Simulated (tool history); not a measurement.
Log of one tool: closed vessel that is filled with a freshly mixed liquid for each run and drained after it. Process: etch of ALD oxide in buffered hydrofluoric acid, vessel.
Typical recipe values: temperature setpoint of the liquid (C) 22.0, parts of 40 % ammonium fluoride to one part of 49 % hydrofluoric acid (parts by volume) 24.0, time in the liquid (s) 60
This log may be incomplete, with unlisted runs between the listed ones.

| run | hour | temperature setpoint of the liquid (C) | parts of 40 % ammonium fluoride to one part of 49 % hydrofluoric acid (parts by volume) | time in the liquid (s) | wafers since the last listed run | hours since the thermometer was replaced | hours since the hydrofluoric acid flow meter was replaced | hours since the gauge calibration | read-back film thickness of the ALD oxide reference wafer, read on the same gauge (nm) | thickness taken off the ALD oxide on a monitor wafer (angstrom) |
|---|---|---|---|---|---|---|---|---|---|---|
| 1 | 0.0 | 22.0 | 24.0 | 60 | 0 | 1943.4 | 1058.7 | 625.3 | 69.99 | 563.0 |
|  | 30.7 | gauge calibrated |
| 2 | 33.1 | 22.0 | 24.0 | 60 | 4708 | 1976.5 | 1091.8 | 2.4 | 69.99 | 569.6 |
| 3 | 52.2 | 22.0 | 17.0 | 60 | 2716 | 1995.6 | 1110.9 | 21.5 | 70.02 | 752.7 |
| 4 | 67.5 | 22.0 | 17.0 | 60 | 2176 | 2010.9 | 1126.2 | 36.8 | 70.00 | 770.5 |
| 5 | 98.7 | 22.0 | 17.0 | 60 | 4438 | 2042.1 | 1157.4 | 68.0 | 69.98 | 762.8 |
| 6 | 128.0 | 22.0 | 24.0 | 40 | 4167 | 2071.4 | 1186.7 | 97.3 | 69.99 | 383.8 |
| 7 | 164.0 | 22.0 | 24.0 | 60 | 5120 | 2107.4 | 1222.7 | 133.3 | 70.01 | 576.8 |
| 8 | 185.8 | 22.0 | 24.0 | 60 | 3100 | 2129.2 | 1244.5 | 155.1 | 70.00 | 580.8 |
| 9 | 204.8 | 25.5 | 24.0 | 60 | 2702 | 2148.2 | 1263.5 | 174.1 | 69.98 | 701.4 |
| 10 | 225.2 | 25.5 | 24.0 | 60 | 2901 | 2168.6 | 1283.9 | 194.5 | 69.99 | 700.1 |
| 11 | 256.5 | 22.0 | 24.0 | 60 | 4452 | 2199.9 | 1315.2 | 225.8 | 70.02 | 572.4 |
| 12 | 271.2 | 22.0 | 24.0 | 60 | 2091 | 2214.6 | 1329.9 | 240.5 | 69.98 | 576.7 |
| 13 | 298.7 | 22.0 | 24.0 | 60 | 3911 | 2242.1 | 1357.4 | 268.0 | 70.01 | 578.5 |
|  | 307.9 | thermometer replaced |
| 14 | 318.7 | 24.0 | 24.0 | 60 | 2702 | 10.8 | 1377.4 | 288.0 | 69.98 | 576.8 |
| 15 | 354.3 | 22.0 | 19.0 | 60 | 5063 | 46.4 | 1413.0 | 323.6 | 69.99 | 610.9 |
| 16 | 369.8 | 22.0 | 19.0 | 60 | 2204 | 61.9 | 1428.5 | 339.1 | 70.01 | 611.1 |
| 17 | 384.3 | 22.0 | 24.0 | 85 | 2062 | 76.4 | 1443.0 | 353.6 | 69.99 | 731.1 |
| 18 | 402.3 | 22.0 | 21.0 | 50 | 2560 | 94.4 | 1461.0 | 371.6 | 69.98 | 474.4 |
|  | 425.1 | hydrofluoric acid flow meter replaced |
| 19 | 432.9 | 22.0 | 30.0 | 60 | 4210 | 125.0 | 7.8 | 402.2 | 70.02 | 447.9 |
| 20 | 466.9 | 22.0 | 24.0 | 30 | 4836 | 159.0 | 41.8 | 436.2 | 70.01 | 258.9 |
| 21 | 480.1 | 22.0 | 19.0 | 60 | 1877 | 172.2 | 55.0 | 449.4 | 69.99 | 618.4 |
| 22 | 515.8 | 20.0 | 30.0 | 70 | 5078 | 207.9 | 90.7 | 485.1 | 69.99 | 466.6 |
| 23 | 530.9 | 22.0 | 24.0 | 75 | 2147 | 223.0 | 105.8 | 500.2 | 70.02 | 642.9 |
| 24 | 546.3 | 24.5 | 24.0 | 50 | 2190 | 238.4 | 121.2 | 515.6 | 69.99 | 496.9 |
| 25 | 563.8 | 22.0 | 24.0 | 60 | 2489 | 255.9 | 138.7 | 533.1 | 69.98 | 517.1 |
| 26 | 576.8 | 22.0 | 30.0 | 85 | 1849 | 268.9 | 151.7 | 546.1 | 70.02 | 629.7 |
|  | 580.4 | gauge calibrated |
| 27 | 603.5 | 22.0 | 24.0 | 60 | 3797 | 295.6 | 178.4 | 23.1 | 69.99 | 519.9 |
| 28 | 628.6 | 22.0 | 18.5 | 60 | 3570 | 320.7 | 203.5 | 48.2 | 70.00 | 640.7 |
| 29 | 656.5 | 25.5 | 17.5 | 95 | 3968 | 348.6 | 231.4 | 76.1 | 70.00 | 1285.1 |
| 30 | 682.3 | 22.0 | 24.0 | 60 | 3669 | 374.4 | 257.2 | 101.9 | 69.97 | 527.5 |
| 31 | 707.5 | 22.0 | 24.0 | 60 | 3584 | 399.6 | 282.4 | 127.1 | 70.00 | 522.6 |
| 32 | 741.3 | 22.0 | 29.5 | 60 | 4807 | 433.4 | 316.2 | 160.9 | 69.97 | 457.5 |

Here are 3 independent what-if runs from the current tool condition. What would each one return?
| A | 742.0 | 22.0 | 17.5 | 60 | 99 | 434.1 | 316.9 | 161.6 | ? | ? |
| B | 742.0 | 22.0 | 24.0 | 35 | 99 | 434.1 | 316.9 | 161.6 | ? | ? |
| C | 742.0 | 27.0 | 18.0 | 45 | 99 | 434.1 | 316.9 | 161.6 | ? | ? |

| run | read-back film thickness of the ALD oxide reference wafer, read on the same gauge (nm) | thickness taken off the ALD oxide on a monitor wafer (angstrom) |
|---|---|---|
| A | 70.00 | 675.3 |
| B | 70.00 | 304.5 |
| C | 70.00 | 646.4 |
With the hidden condition removed and each run's random variation left untouched, the same runs would have given:
| run | thickness taken off the ALD oxide on a monitor wafer (angstrom) |
|---|---|
| A | 656.1 |
| B | 295.9 |
| C | 628.6 |
